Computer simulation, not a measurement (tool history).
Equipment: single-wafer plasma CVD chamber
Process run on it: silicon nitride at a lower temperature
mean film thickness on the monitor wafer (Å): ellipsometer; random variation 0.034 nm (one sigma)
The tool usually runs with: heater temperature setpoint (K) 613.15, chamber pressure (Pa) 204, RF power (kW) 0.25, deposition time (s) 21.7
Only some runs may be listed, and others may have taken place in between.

run	day	heater temperature setpoint (K)	chamber pressure (Pa)	RF power (kW)	deposition time (s)	wafers since the last listed run	hours since the last thermocouple change	hours since the last RF generator calibration	hours since the last manometer calibration	hours since the showerhead was replaced	hours since the gauge calibration	read-back reference wafer on the same gauge, thickness_nm	mean film thickness on the monitor wafer (Å)
1	0	613.15	204	0.25	21.7	0	1395.8	1745.4	1827.4	5491.4	159.9	23.607	219.99
2	1.012	613.15	204	0.25	21.7	328	1420.1	1769.7	1851.7	5515.7	184.2	23.604	218.96
3	2.175	613.15	204	0.25	21.7	377	1448	1797.6	1879.6	5543.6	212.1	23.598	218.55
4	2.85	613.15	204	0.25	21.7	218	1464.2	1813.8	1895.8	5559.8	228.3	23.591	218.95
5	3.454	613.15	204	0.25	21.7	196	1478.7	1828.3	1910.3	5574.3	242.8	23.6	218.88
# day 4.846: thermocouple changed; heater temperature recalibrated
6	4.867	613.15	204	0.25	21.7	350	0.5	1862.2	1944.2	5608.2	276.7	23.591	218.68
7	5.383	613.15	204	0.25	21.7	167	12.9	1874.6	1956.6	5620.6	289.1	23.594	218.21
# day 6.771: capacitance manometer re-zeroed and calibrated
8	6.792	613.15	204	0.25	21.7	348	46.7	1908.4	0.5	5654.4	322.9	23.598	218.06
# day 6.933: gauge calibrated
# day 7.512: RF generator calibrated
# day 7.55: showerhead replaced
9	7.571	621.15	204	0.22	21.7	131	65.4	1.4	19.2	0.5	15.3	23.592	214.86
10	8.338	599.15	220	0.25	20.4	248	83.8	19.8	37.6	18.9	33.7	23.61	221.13
11	9.492	613.15	204	0.27	19.6	374	111.5	47.5	65.3	46.6	61.4	23.597	212.95
12	10.462	613.15	204	0.25	21.7	314	134.8	70.8	88.6	69.9	84.7	23.593	228.02
13	11.708	625.15	204	0.235	25.1	404	164.7	100.7	118.5	99.8	114.6	23.602	255.34
14	12.412	613.15	204	0.235	21.7	228	181.6	117.6	135.4	116.7	131.5	23.606	221.76
15	13.592	613.15	204	0.25	21.7	382	209.9	145.9	163.7	145	159.8	23.594	228.24
16	14.921	608.15	156	0.28	25.2	431	241.8	177.8	195.6	176.9	191.7	23.608	251.93

5 options for the next run, each taken on its own from the tool as it stands now. Forecast them:
A	14.938	613.15	204	0.25	24.4	5	242.2	178.2	196	177.3	192.1	?	?
B	14.938	613.15	204	0.25	18.8	5	242.2	178.2	196	177.3	192.1	?	?
C	14.938	600.15	204	0.295	25.5	5	242.2	178.2	196	177.3	192.1	?	?
D	14.938	601.15	168	0.295	23.9	5	242.2	178.2	196	177.3	192.1	?	?
E	14.938	619.15	204	0.25	24.5	5	242.2	178.2	196	177.3	192.1	?	?

run	read-back reference wafer on the same gauge, thickness_nm	mean film thickness on the monitor wafer (Å)
A	23.6	256.33
B	23.6	197.61
C	23.6	289.74
D	23.6	252.47
E	23.6	256.87
Had the tool no hidden state, the same runs would have come out as:
run	mean film thickness on the monitor wafer (Å)
A	256.71
B	197.91
C	290.16
D	252.83
E	257.25

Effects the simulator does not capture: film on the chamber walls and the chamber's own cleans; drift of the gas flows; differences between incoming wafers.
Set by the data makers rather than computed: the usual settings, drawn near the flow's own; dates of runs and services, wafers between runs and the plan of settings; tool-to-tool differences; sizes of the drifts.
